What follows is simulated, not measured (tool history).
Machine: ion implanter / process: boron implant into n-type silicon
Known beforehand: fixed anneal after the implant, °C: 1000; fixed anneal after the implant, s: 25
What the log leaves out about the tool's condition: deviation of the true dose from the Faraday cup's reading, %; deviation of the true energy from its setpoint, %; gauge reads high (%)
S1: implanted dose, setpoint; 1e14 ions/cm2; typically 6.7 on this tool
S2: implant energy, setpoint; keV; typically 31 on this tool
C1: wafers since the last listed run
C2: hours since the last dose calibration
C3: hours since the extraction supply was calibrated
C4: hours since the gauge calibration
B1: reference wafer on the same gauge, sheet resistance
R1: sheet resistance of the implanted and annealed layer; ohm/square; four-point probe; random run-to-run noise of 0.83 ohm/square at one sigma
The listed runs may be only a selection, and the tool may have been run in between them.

run,day,S1,S2,C1,C2,C3,C4,B1,R1
1,0,6.7,31,0,1507.4,3188.8,505.2,171.03,171.28
2,2.692,6.7,31,633,1572,3253.4,569.8,170.75,170.05
3,3.608,6.7,24.5,215,1594,3275.4,591.8,171.09,175.22
4,4.692,6.7,31,254,1620,3301.4,617.8,171.09,171.16
5,5.925,6.7,31,290,1649.6,3331,647.4,171.19,171.89
6,7.404,6.7,31,347,1685.1,3366.5,682.9,170.75,170.81
7,8.433,6.7,31,242,1709.8,3391.2,707.6,170.78,171.19
8,9.396,5.38,31,226,1732.9,3414.3,730.7,170.62,203.83
# day 9.592: gauge calibrated
9,10.371,5.38,31,229,1756.3,3437.7,18.7,170.92,203.37
10,10.929,5.38,31,131,1769.7,3451.1,32.1,171.18,203.99
# day 11.425: Faraday cup replaced and dose calibrated
11,11.688,7.75,31,99,6.3,3469.3,50.3,171.25,151.52
12,12.729,7.75,31,245,31.3,3494.3,75.3,171.15,150.68
13,14.15,7.86,38.5,334,65.4,3528.4,109.4,170.99,147.58
14,15.075,6.7,31,217,87.6,3550.6,131.6,171.2,171.63
# day 15.579: extraction supply calibrated
15,15.892,7.4,38.5,113,107.2,7.5,151.2,170.76,154.1
16,16.746,5.37,26,200,127.7,28,171.7,171.31,209.36
17,17.862,5.71,23.5,262,154.5,54.8,198.5,170.96,201.69
18,18.683,6.7,22,193,174.2,74.5,218.2,170.95,176.12
19,19.658,5.62,22,229,197.6,97.9,241.6,170.72,203.67
20,20.658,6.7,31,235,221.6,121.9,265.6,171.07,170.84
21,22.012,7.82,27,318,254.1,154.4,298.1,171.11,151.58
22,23.208,5.18,31,281,282.8,183.1,326.8,170.92,210.68
23,24.554,6.7,31,316,315.1,215.4,359.1,170.67,169.14
24,25.942,6.7,20.5,326,348.4,248.7,392.4,171.21,177.72
25,26.654,7.61,31,167,365.5,265.8,409.5,171.06,154.28
26,27.45,6.7,31,187,384.6,284.9,428.6,170.82,171.31
27,28.55,5.38,31,258,411,311.3,455,170.58,205.07
28,29.283,6.7,31,172,428.6,328.9,472.6,171.06,170.86
29,30.408,5.03,27.5,264,455.6,355.9,499.6,170.75,217.88
30,31.646,7.29,36.5,291,485.3,385.6,529.3,171.14,158.28
31,32.304,6.7,31,154,501.1,401.4,545.1,170.86,169.85
32,33.475,7.87,23,275,529.2,429.5,573.2,171,152.1
33,34.529,5.93,31,247,554.5,454.8,598.5,170.83,188.95
34,36.467,8.11,24,455,601,501.3,645,171.25,148.61
# day 36.908: gauge calibrated
35,37.517,8.22,31,246,626.2,526.5,14.6,170.93,143.85
36,38.558,6.7,31,245,651.2,551.5,39.6,170.76,168.74
37,39.996,6.7,31,338,685.7,586,74.1,170.93,170.58

Exercise: give the hidden state of the tool at every run:
deviation of the true dose from the Faraday cup's reading, %: 0 across all the runs
deviation of the true energy from its setpoint, %: 0 across all the runs
gauge reads high (%): 0 across all the runs
